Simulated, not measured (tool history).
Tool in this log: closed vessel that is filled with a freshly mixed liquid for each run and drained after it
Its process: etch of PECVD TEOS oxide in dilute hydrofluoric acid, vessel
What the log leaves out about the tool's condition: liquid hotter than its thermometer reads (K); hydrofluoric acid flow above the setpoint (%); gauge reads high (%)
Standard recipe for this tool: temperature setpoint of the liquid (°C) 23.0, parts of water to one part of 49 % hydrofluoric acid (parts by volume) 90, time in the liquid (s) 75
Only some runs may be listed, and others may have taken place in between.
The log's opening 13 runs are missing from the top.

run,hour,temperature setpoint of the liquid (°C),parts of water to one part of 49 % hydrofluoric acid (parts by volume),time in the liquid (s),wafers since the last listed run,hours since the thermometer was replaced,hours since the hydrofluoric acid flow meter was replaced,hours since the gauge calibration,"read-back film thickness of the PECVD TEOS oxide reference wafer, read on the same gauge (nm)",thickness taken off the PECVD TEOS oxide on a monitor wafer (Å)
14,314.8,25.0,90,75,1349,2058.5,1760.2,429.5,129.98,238.7
15,329.8,23.0,90,75,1340,2073.5,1775.2,444.5,129.96,221.1
16,350.7,23.0,90,75,1867,2094.4,1796.1,465.4,129.97,221.7
# hour 368.1: thermometer replaced
17,384.5,23.0,50,75,2930,16.4,1829.9,499.2,130.02,378.1
18,397.7,27.0,135,30,1179,29.6,1843.1,512.4,130.04,58.8
19,423.5,23.0,50,60,2304,55.4,1868.9,538.2,130.05,303.2
# hour 433.0: gauge calibrated
20,492.3,25.0,90,85,6146,124.2,1937.7,59.3,130.01,245.7
21,504.5,20.5,70,40,1089,136.4,1949.9,71.5,129.96,127.6
22,527.9,23.0,90,75,2090,159.8,1973.3,94.9,130.01,200.1
23,549.2,21.0,90,50,1902,181.1,1994.6,116.2,130.01,124.0
24,576.5,18.5,90,75,2438,208.4,2021.9,143.5,130.00,167.7
25,597.5,23.0,90,100,1876,229.4,2042.9,164.5,129.99,268.6
26,622.1,23.0,90,75,2197,254.0,2067.5,189.1,130.04,200.6
# hour 658.5: hydrofluoric acid flow meter replaced
27,694.7,23.0,90,75,6396,326.6,36.2,261.7,130.00,202.5
28,714.5,26.0,90,75,1768,346.4,56.0,281.5,130.01,229.0
29,745.5,23.0,105,100,2769,377.4,87.0,312.5,130.04,227.9
30,822.0,23.0,125,105,6834,453.9,163.5,389.0,129.97,197.3
31,871.6,23.0,90,75,4431,503.5,213.1,438.6,129.96,204.4
32,894.1,25.0,90,85,2010,526.0,235.6,461.1,130.01,251.1

5 ways to go on from here, each from the tool as it stands after run 32. What would each give?
A,894.8,20.5,90,75,62,526.7,236.3,461.8,?,?
B,894.8,23.0,90,40,62,526.7,236.3,461.8,?,?
C,894.8,21.5,105,75,62,526.7,236.3,461.8,?,?
D,894.8,25.0,50,100,62,526.7,236.3,461.8,?,?
E,894.8,27.0,90,75,62,526.7,236.3,461.8,?,?

run,"read-back film thickness of the PECVD TEOS oxide reference wafer, read on the same gauge (nm)",thickness taken off the PECVD TEOS oxide on a monitor wafer (Å)
A,130.03,184.1
B,130.03,108.7
C,130.03,161.5
D,130.03,558.5
E,130.03,238.5
The same runs, with their run-to-run variation unchanged, on a tool lacking any hidden condition would have given:
run,thickness taken off the PECVD TEOS oxide on a monitor wafer (Å)
A,179.5
B,106.0
C,157.5
D,544.6
E,232.8

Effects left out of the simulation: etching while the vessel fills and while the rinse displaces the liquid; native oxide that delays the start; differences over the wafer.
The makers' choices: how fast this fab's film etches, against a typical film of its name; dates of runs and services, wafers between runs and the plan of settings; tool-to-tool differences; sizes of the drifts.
